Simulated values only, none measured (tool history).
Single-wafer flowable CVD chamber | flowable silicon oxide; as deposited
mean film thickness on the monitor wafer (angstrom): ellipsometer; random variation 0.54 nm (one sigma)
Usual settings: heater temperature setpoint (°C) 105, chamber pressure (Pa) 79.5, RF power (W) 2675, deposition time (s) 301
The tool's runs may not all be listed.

run	hour	heater temperature setpoint (°C)	chamber pressure (Pa)	RF power (W)	deposition time (s)	wafers since the last listed run	hours since the last thermocouple change	hours since the last RF generator calibration	hours since the last manometer calibration	hours since the showerhead was replaced	hours since the gauge calibration	read-back reference wafer on the same gauge, thickness_nm	mean film thickness on the monitor wafer (angstrom)
1	0.0	105	79.5	2675	301	0	1603.7	1510.5	883.0	3429.3	153.8	121.118	1153.61
2	16.5	105	79.5	3095	301	120	1620.2	1527.0	899.5	3445.8	170.3	121.063	1161.06
3	31.2	105	79.5	3095	301	107	1634.9	1541.7	914.2	3460.5	185.0	120.881	1152.86
4	43.8	105	64.7	2455	301	91	1647.5	1554.3	926.8	3473.1	197.6	121.082	933.68
5	59.6	105	64.7	2455	301	115	1663.3	1570.1	942.6	3488.9	213.4	121.150	928.67
6	69.5	105	64.7	2455	301	72	1673.2	1580.0	952.5	3498.8	223.3	121.218	931.80
7	75.7	105	79.5	2675	301	45	1679.4	1586.2	958.7	3505.0	229.5	121.006	1152.11
# hour 85.2: gauge calibrated
# hour 89.7: showerhead replaced
8	90.2	105	79.5	2675	301	47	1693.9	1600.7	973.2	0.5	5.0	120.969	1162.23
# hour 98.6: thermocouple changed; heater temperature recalibrated
9	101.5	105	86.7	2675	301	24	2.9	1612.0	984.5	11.8	16.3	121.097	1255.51
10	110.0	105	86.7	2675	301	61	11.4	1620.5	993.0	20.3	24.8	120.809	1254.60
11	119.4	98	91.5	2675	301	68	20.8	1629.9	1002.4	29.7	34.2	120.872	1727.62
12	161.4	105	85.1	2675	275	306	62.8	1671.9	1044.4	71.7	76.2	120.883	1129.49
# hour 171.2: capacitance manometer re-zeroed and calibrated
13	171.8	94	79.5	2675	349	17	73.2	1682.3	0.6	82.1	86.6	121.062	1878.81
14	182.5	109	79.5	2675	353	77	83.9	1693.0	11.3	92.8	97.3	121.098	1100.53
# hour 214.0: RF generator calibrated
15	214.5	105	97.6	2675	281	174	115.9	0.5	43.3	124.8	129.3	120.967	1241.06
16	216.5	105	79.5	2970	360	14	117.9	2.5	45.3	126.8	131.3	120.947	1306.86
17	225.0	113	92.9	3045	243	61	126.4	11.0	53.8	135.3	139.8	120.946	772.57
18	239.8	105	79.5	2675	301	107	141.2	25.8	68.6	150.1	154.6	121.083	1080.57
19	252.0	105	79.5	2675	301	88	153.4	38.0	80.8	162.3	166.8	120.952	1089.86
20	261.7	105	79.5	2675	257	70	163.1	47.7	90.5	172.0	176.5	121.083	922.55
21	268.4	94	79.5	2255	301	48	169.8	54.4	97.2	178.7	183.2	121.157	1619.70
22	274.7	105	79.5	2675	301	45	176.1	60.7	103.5	185.0	189.5	121.211	1099.32

What the log doesn't show, run by run:
wafer temperature above the value expected at the setpoint (K): 0 in every run
delivered RF power above the setpoint (%): 0 in every run
gauge reads high (%): 0 in every run
H1: true pressure above the setpoint (%)
run	H1
1	6.3
2	6.42
3	6.53
4	6.62
5	6.73
6	6.81
7	6.85
8	6.96
9	7.04
10	7.1
11	7.17
12	7.47
13	0.261
14	0.339
15	0.571
16	0.586
17	0.648
18	0.755
19	0.844
20	0.915
21	0.963
22	1.01
